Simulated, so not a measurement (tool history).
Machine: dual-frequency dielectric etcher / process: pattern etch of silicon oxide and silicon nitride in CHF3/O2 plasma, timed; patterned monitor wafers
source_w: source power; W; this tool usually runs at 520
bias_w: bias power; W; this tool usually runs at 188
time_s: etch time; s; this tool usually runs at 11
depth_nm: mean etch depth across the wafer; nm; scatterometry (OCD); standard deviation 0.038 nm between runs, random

run    hour  source_w  bias_w  time_s  wafers since the last listed run  hours since the last wet clean  hours since the last source power generator calibration  hours since the last bias power generator calibration  hours since the last upper electrode change  hours since the gauge calibration  read-back reference wafer on the same gauge, depth_nm  depth_nm
  1       0       550     188      11                                 0                           227.7                                                    151.9                                                 1907.1                                       4279.2                              312.3                                                  17.99     16.74
  2    39.7       520     188      11                               903                           267.4                                                    191.6                                                 1946.8                                       4318.9                                352                                                  17.99     16.24
  3     138       520     188      11                              2236                           365.7                                                    289.9                                                 2045.1                                       4417.2                              450.3                                                     18      16.4
  4   176.9       520     188      11                               884                           404.6                                                    328.8                                                   2084                                       4456.1                              489.2                                                  18.01     16.37
  5   298.5       440     188      11                              2766                           526.2                                                    450.4                                                 2205.6                                       4577.7                              610.8                                                  18.01     15.14
  6     370       640     218      11                              1626                           597.7                                                    521.9                                                 2277.1                                       4649.2                              682.3                                                  17.99     19.34
  7   427.5       520     188    12.5                              1308                           655.2                                                    579.4                                                 2334.6                                       4706.7                              739.8                                                  17.99     18.78
      498.4  -- wet clean of the chamber
  8   498.9       550     165       8                              1078                             0.5                                                    650.8                                                   2406                                       4778.1                              811.2                                                  17.99     11.32
  9   548.8       470     213     7.5                              1135                            50.4                                                    700.7                                                 2455.9                                         4828                              861.1                                                  17.99     11.01
 10   627.8       560     161    14.5                              1797                           129.4                                                    779.7                                                 2534.9                                         4907                              940.1                                                  17.99     20.63
 11   707.5       520     157       8                              1813                           209.1                                                    859.4                                                 2614.6                                       4986.7                             1019.8                                                     18     10.93
      818.2  -- bias power generator calibrated
 12   818.7       520     146      10                              2438                           320.3                                                    970.6                                                    0.5                                       5097.9                               1131                                                  18.01     13.31
 13   886.7       520     222    14.5                              1547                           388.3                                                   1038.6                                                   68.5                                       5165.9                               1199                                                  18.01     22.92
 14   987.8       520     188      11                              2300                           489.4                                                   1139.7                                                  169.6                                         5267                             1300.1                                                     18     16.36
 15  1092.1       520     188      11                              2372                           593.7                                                     1244                                                  273.9                                       5371.3                             1404.4                                                  18.02     16.37
 16  1154.6       600     188      10                              1421                           656.2                                                   1306.5                                                  336.4                                       5433.8                             1466.9                                                  18.01     16.01
 17  1194.2       620     188      11                               900                           695.8                                                   1346.1                                                    376                                       5473.4                             1506.5                                                  18.01     17.91
     1268.2  -- upper electrode replaced
     1293.5  -- wet clean of the chamber
 18  1341.6       520     147      11                              2261                            48.1                                                   1493.5                                                  523.4                                         73.4                             1653.9                                                     18     14.56
 19  1416.7       410     188      11                              1708                           123.2                                                   1568.6                                                  598.5                                        148.5                               1729                                                     18     14.23
 20  1500.6       520     234      11                              1908                           207.1                                                   1652.5                                                  682.4                                        232.4                             1812.9                                                     18     17.67
 21  1568.5       600     188      10                              1544                             275                                                   1720.4                                                  750.3                                        300.3                             1880.8                                                  17.99     15.73
 22  1673.1       570     188      11                              2379                           379.6                                                     1825                                                  854.9                                        404.9                             1985.4                                                  17.99     16.96
 23  1748.2       490     146    12.5                              1708                           454.7                                                   1900.1                                                    930                                          480                             2060.5                                                  17.99     16.14
 24  1852.3       470     213     7.5                              2368                           558.8                                                   2004.2                                                 1034.1                                        584.1                             2164.6                                                  18.01     11.17
 25  1921.2       620     147      13                              1567                           627.7                                                   2073.1                                                   1103                                          653                             2233.5                                                     18     18.99
       2026  -- wet clean of the chamber
 26  2026.5       430     170      10                              1849                             0.5                                                   2178.4                                                 1208.3                                        758.3                             2338.8                                                     18     12.77
 27  2080.3       520     210      14                              1223                            54.3                                                   2232.2                                                 1262.1                                        812.1                             2392.6                                                  17.99     21.45
 28  2133.2       520     188     7.5                              1203                           107.2                                                   2285.1                                                   1315                                          865                             2445.5                                                  18.01     11.04

Branching from run 28: 5 alternative next runs. What would each branch give?
  A  2133.6       520     188       9                                 9                           107.6                                                   2285.5                                                 1315.4                                        865.4                             2445.9                                                      ?         ?
  B  2133.6       520     142      14                                 9                           107.6                                                   2285.5                                                 1315.4                                        865.4                             2445.9                                                      ?         ?
  C  2133.6       600     143     8.5                                 9                           107.6                                                   2285.5                                                 1315.4                                        865.4                             2445.9                                                      ?         ?
  D  2133.6       520     147      12                                 9                           107.6                                                   2285.5                                                 1315.4                                        865.4                             2445.9                                                      ?         ?
  E  2133.6       420     188      11                                 9                           107.6                                                   2285.5                                                 1315.4                                        865.4                             2445.9                                                      ?         ?

run  read-back reference wafer on the same gauge, depth_nm  depth_nm
  A                                                     18     13.17
  B                                                     18     18.24
  C                                                     18     11.91
  D                                                     18     15.86
  E                                                     18     14.47
Without the tool's hidden state the same runs would have given:
run  depth_nm
  A     13.11
  B     18.16
  C     11.86
  D     15.79
  E      14.4
